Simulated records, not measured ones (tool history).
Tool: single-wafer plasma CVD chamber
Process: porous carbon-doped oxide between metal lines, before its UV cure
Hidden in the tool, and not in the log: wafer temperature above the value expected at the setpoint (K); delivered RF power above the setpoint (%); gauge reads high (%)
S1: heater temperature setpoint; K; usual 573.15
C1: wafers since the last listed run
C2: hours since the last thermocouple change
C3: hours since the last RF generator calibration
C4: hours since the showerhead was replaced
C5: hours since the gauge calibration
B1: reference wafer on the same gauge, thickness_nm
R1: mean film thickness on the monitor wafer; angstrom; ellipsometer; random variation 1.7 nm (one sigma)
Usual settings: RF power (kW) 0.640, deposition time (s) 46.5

{"run": 1, "hour": 0.0, "S1": 579.15, "RF power (kW)": 0.64, "deposition time (s)": 46.5, "C1": 0, "C2": 779.5, "C3": 939.9, "C4": 6010.5, "C5": 222.1, "B1": 315.985, "R1": 2814.91}
{"run": 2, "hour": 82.8, "S1": 573.15, "RF power (kW)": 0.64, "deposition time (s)": 46.5, "C1": 2872, "C2": 862.3, "C3": 1022.7, "C4": 6093.3, "C5": 304.9, "B1": 316.072, "R1": 2958.23}
{"run": 3, "hour": 139.9, "S1": 568.15, "RF power (kW)": 0.735, "deposition time (s)": 46.5, "C1": 1980, "C2": 919.4, "C3": 1079.8, "C4": 6150.4, "C5": 362.0, "B1": 316.075, "R1": 3292.58}
{"run": 4, "hour": 219.6, "S1": 568.15, "RF power (kW)": 0.735, "deposition time (s)": 46.5, "C1": 2764, "C2": 999.1, "C3": 1159.5, "C4": 6230.1, "C5": 441.7, "B1": 316.649, "R1": 3317.41}
{"run": 5, "hour": 301.9, "S1": 573.15, "RF power (kW)": 0.595, "deposition time (s)": 46.5, "C1": 2854, "C2": 1081.4, "C3": 1241.8, "C4": 6312.4, "C5": 524.0, "B1": 316.011, "R1": 2816.9}
{"run": 6, "hour": 380.6, "S1": 573.15, "RF power (kW)": 0.595, "deposition time (s)": 46.5, "C1": 2729, "C2": 1160.1, "C3": 1320.5, "C4": 6391.1, "C5": 602.7, "B1": 315.949, "R1": 2822.72}
{"run": 7, "hour": 482.2, "S1": 573.15, "RF power (kW)": 0.595, "deposition time (s)": 46.5, "C1": 3524, "C2": 1261.7, "C3": 1422.1, "C4": 6492.7, "C5": 704.3, "B1": 315.967, "R1": 2826.44}
{"run": 8, "hour": 588.9, "S1": 585.15, "RF power (kW)": 0.73, "deposition time (s)": 46.5, "C1": 3701, "C2": 1368.4, "C3": 1528.8, "C4": 6599.4, "C5": 811.0, "B1": 317.138, "R1": 2944.0}
{"hour": 603.5, "done": "thermocouple changed; heater temperature recalibrated"}
{"run": 9, "hour": 639.7, "S1": 585.15, "RF power (kW)": 0.73, "deposition time (s)": 46.5, "C1": 1484, "C2": 36.2, "C3": 1579.6, "C4": 6650.2, "C5": 861.8, "B1": 315.464, "R1": 2988.53}
{"hour": 659.2, "done": "RF generator calibrated"}
{"run": 10, "hour": 711.6, "S1": 573.15, "RF power (kW)": 0.64, "deposition time (s)": 46.5, "C1": 2216, "C2": 108.1, "C3": 52.4, "C4": 6722.1, "C5": 933.7, "B1": 315.842, "R1": 2941.58}
{"run": 11, "hour": 768.4, "S1": 561.15, "RF power (kW)": 0.585, "deposition time (s)": 51.4, "C1": 1970, "C2": 164.9, "C3": 109.2, "C4": 6778.9, "C5": 990.5, "B1": 315.755, "R1": 3310.81}
{"run": 12, "hour": 841.2, "S1": 573.15, "RF power (kW)": 0.64, "deposition time (s)": 46.5, "C1": 2525, "C2": 237.7, "C3": 182.0, "C4": 6851.7, "C5": 1063.3, "B1": 316.025, "R1": 2925.11}
{"hour": 887.0, "done": "gauge calibrated"}
{"run": 13, "hour": 941.3, "S1": 564.15, "RF power (kW)": 0.74, "deposition time (s)": 46.5, "C1": 3472, "C2": 337.8, "C3": 282.1, "C4": 6951.8, "C5": 54.3, "B1": 315.815, "R1": 3388.25}
{"hour": 1125.8, "done": "showerhead replaced"}
{"run": 14, "hour": 1240.8, "S1": 587.15, "RF power (kW)": 0.695, "deposition time (s)": 54.2, "C1": 10111, "C2": 637.3, "C3": 581.6, "C4": 115.0, "C5": 353.8, "B1": 316.196, "R1": 3316.41}
{"run": 15, "hour": 1301.4, "S1": 584.15, "RF power (kW)": 0.58, "deposition time (s)": 40.0, "C1": 2102, "C2": 697.9, "C3": 642.2, "C4": 175.6, "C5": 414.4, "B1": 315.387, "R1": 2229.12}
{"run": 16, "hour": 1363.9, "S1": 573.15, "RF power (kW)": 0.6, "deposition time (s)": 38.2, "C1": 2168, "C2": 760.4, "C3": 704.7, "C4": 238.1, "C5": 476.9, "B1": 316.323, "R1": 2346.27}
{"run": 17, "hour": 1447.5, "S1": 582.15, "RF power (kW)": 0.525, "deposition time (s)": 37.3, "C1": 2899, "C2": 844.0, "C3": 788.3, "C4": 321.7, "C5": 560.5, "B1": 316.033, "R1": 2014.74}
{"run": 18, "hour": 1494.1, "S1": 573.15, "RF power (kW)": 0.64, "deposition time (s)": 46.5, "C1": 1616, "C2": 890.6, "C3": 834.9, "C4": 368.3, "C5": 607.1, "B1": 316.457, "R1": 2929.76}
{"run": 19, "hour": 1541.7, "S1": 573.15, "RF power (kW)": 0.735, "deposition time (s)": 46.5, "C1": 1651, "C2": 938.2, "C3": 882.5, "C4": 415.9, "C5": 654.7, "B1": 316.193, "R1": 3170.59}

How the hidden state differs across the entries between the runs, from the last listed run before each to the first after it:
Between runs 8 and 9: thermocouple changed; heater temperature recalibrated (hour 603.5)
  no hidden state differs between the two runs
Between runs 9 and 10: RF generator calibrated (hour 659.2)
  no hidden state differs between the two runs
Between runs 12 and 13: gauge calibrated (hour 887.0)
  no hidden state differs between the two runs
Between runs 13 and 14: showerhead replaced (hour 1125.8)
  no hidden state differs between the two runs
